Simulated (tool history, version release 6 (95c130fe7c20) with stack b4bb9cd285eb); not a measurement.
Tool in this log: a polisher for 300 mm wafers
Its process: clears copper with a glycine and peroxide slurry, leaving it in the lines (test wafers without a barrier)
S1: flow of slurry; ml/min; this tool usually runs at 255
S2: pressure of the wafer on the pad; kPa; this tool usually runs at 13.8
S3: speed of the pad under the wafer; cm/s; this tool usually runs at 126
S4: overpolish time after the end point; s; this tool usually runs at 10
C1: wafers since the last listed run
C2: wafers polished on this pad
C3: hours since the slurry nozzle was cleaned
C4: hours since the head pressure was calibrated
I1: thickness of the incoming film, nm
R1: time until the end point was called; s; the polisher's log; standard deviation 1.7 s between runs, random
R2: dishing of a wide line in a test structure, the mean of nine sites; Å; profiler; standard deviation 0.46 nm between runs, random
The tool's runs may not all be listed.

Run 1, day 0: usual settings; C1 0; C2 1492; C3 46.9; C4 218.1; I1 671. Result: R1 103.1 s, R2 355 Å.
At day 2.933: worn pad replaced by a new one.
Run 2, day 4.288: usual settings; C1 558; C2 183; C3 149.8; C4 321; I1 662.3. Result: R1 102.9 s, R2 359 Å.
Run 3, day 7.575: usual settings; C1 445; C2 629; C3 228.7; C4 399.9; I1 666.9. Result: R1 101.2 s, R2 358 Å.
Run 4, day 11.558: usual settings; C1 539; C2 1169; C3 324.3; C4 495.5; I1 656.4. Result: R1 104.9 s, R2 353 Å.
At day 13.229: slurry nozzle cleaned.
Run 5, day 13.825: usual settings but S3 136 cm/s; C1 301; C2 1470; C3 14.3; C4 549.9; I1 671.1. Result: R1 98.8 s, R2 364 Å.
Run 6, day 17.025: usual settings; C1 433; C2 1904; C3 91.1; C4 626.7; I1 660.5. Result: R1 106.3 s, R2 355 Å.
At day 17.812: worn pad replaced by a new one.
Run 7, day 18.75: usual settings; C1 211; C2 127; C3 132.5; C4 668.1; I1 669.1. Result: R1 109.2 s, R2 344 Å.
Run 8, day 20.629: usual settings; C1 254; C2 381; C3 177.6; C4 713.2; I1 660.9. Result: R1 106 s, R2 349 Å.
Run 9, day 24.367: usual settings but S2 17.9 kPa; C1 506; C2 888; C3 267.3; C4 802.9; I1 674.5. Result: R1 91.9 s, R2 410 Å.
At day 28.188: slurry nozzle cleaned.
Run 10, day 28.279: usual settings but S2 17.9 kPa; C1 524; C2 1413; C3 2.2; C4 896.8; I1 658.2. Result: R1 85.8 s, R2 419 Å.
Run 11, day 30.425: usual settings but S2 17.9 kPa; C1 290; C2 1704; C3 53.7; C4 948.3; I1 665.8. Result: R1 85.2 s, R2 406 Å.
Run 12, day 34.133: usual settings but S4 6 s; C1 502; C2 2206; C3 142.7; C4 1037.3; I1 667.8. Result: R1 108.9 s, R2 224 Å.
At day 35.392: worn pad replaced by a new one.
Run 13, day 37.779: usual settings but S4 6 s; C1 471; C2 323; C3 230.2; C4 1124.8; I1 656. Result: R1 106.5 s, R2 227 Å.
Run 14, day 40.238: usual settings; C1 333; C2 657; C3 289.2; C4 1183.8; I1 657.9. Result: R1 104.2 s, R2 344 Å.
At day 42.558: head pressure recalibrated.
Run 15, day 44.333: usual settings but S2 15.9 kPa; C1 543; C2 1201; C3 387.5; C4 42.6; I1 673.2. Result: R1 93.3 s, R2 390 Å.
At day 45.042: slurry nozzle cleaned.
Run 16, day 46.938: usual settings but S1 290 ml/min, S2 11.7 kPa, S3 88 cm/s, S4 7 s; C1 347; C2 1548; C3 45.5; C4 105.1; I1 666.4. Result: R1 142.3 s, R2 206 Å.
Run 17, day 48.808: usual settings but S2 9.7 kPa; C1 253; C2 1802; C3 90.4; C4 150; I1 675.1. Result: R1 135.1 s, R2 288 Å.
Run 18, day 51.979: usual settings; C1 429; C2 2231; C3 166.5; C4 226.1; I1 667. Result: R1 103.3 s, R2 351 Å.
At day 53.154: worn pad replaced by a new one.
Run 19, day 53.592: usual settings but S1 225 ml/min, S3 140 cm/s; C1 195; C2 59; C3 205.2; C4 264.8; I1 658.8. Result: R1 95.7 s, R2 362 Å.
Run 20, day 56.221: usual settings; C1 356; C2 415; C3 268.3; C4 327.9; I1 671.3. Result: R1 106 s, R2 349 Å.
Run 21, day 60.538: usual settings; C1 585; C2 1000; C3 371.9; C4 431.5; I1 661.8. Result: R1 102.6 s, R2 341 Å.
At day 61.154: slurry nozzle cleaned.
Run 22, day 63.742: usual settings; C1 428; C2 1429; C3 62.1; C4 508.4; I1 669.9. Result: R1 106.6 s, R2 350 Å.
Run 23, day 65.454: usual settings but S1 230 ml/min, S2 16.5 kPa, S3 110 cm/s; C1 232; C2 1661; C3 103.2; C4 549.5; I1 667.6. Result: R1 100.6 s, R2 358 Å.
Run 24, day 67.679: usual settings but S3 110 cm/s; C1 301; C2 1963; C3 156.6; C4 602.9; I1 667.5. Result: R1 116.1 s, R2 315 Å.
At day 68.275: worn pad replaced by a new one.
Run 25, day 69.925: usual settings but S1 305 ml/min, S2 17.9 kPa, S3 88 cm/s; C1 281; C2 223; C3 210.5; C4 656.8; I1 656.1. Result: R1 110.4 s, R2 342 Å.
Run 26, day 73.075: usual settings but S1 225 ml/min, S2 11 kPa, S3 110 cm/s, S4 13 s; C1 427; C2 650; C3 286.1; C4 732.4; I1 660.1. Result: R1 140.8 s, R2 344 Å.
Run 27, day 74.646: usual settings but S1 280 ml/min, S4 6 s; C1 212; C2 863; C3 323.8; C4 770.1; I1 659.4. Result: R1 107.7 s, R2 222 Å.
At day 75.767: slurry nozzle cleaned.
Run 28, day 78.621: usual settings but S1 290 ml/min, S4 15 s; C1 533; C2 1396; C3 68.5; C4 865.5; I1 675.9. Result: R1 109 s, R2 463 Å.
Run 29, day 82.15: usual settings but S1 295 ml/min, S2 9 kPa, S3 96 cm/s; C1 478; C2 1875; C3 153.2; C4 950.2; I1 655.2. Result: R1 162.6 s, R2 233 Å.

What the log doesn't show, run by run:
removal rate lost through wear of the pad, %: 0 at every run
slurry flow missing at the pad, %: 0 at every run
H1: deviation of the head's pressure from its setpoint, %
run     H1
  1  -2.81
  2  -4.42
  3  -5.42
  4  -6.41
  5  -6.89
  6  -7.47
  7  -7.74
  8  -8.01
  9  -8.47
 10  -8.86
 11  -9.04
 12   -9.3
 13  -9.52
 14  -9.64
 15  -1.28
 16   -2.8
 17  -3.77
 18   -5.2
 19  -5.83
 20  -6.76
 21  -8.02
 22  -8.78
 23  -9.13
 24  -9.55
 25  -9.92
 26  -10.4
 27  -10.6
 28    -11
 29  -11.3
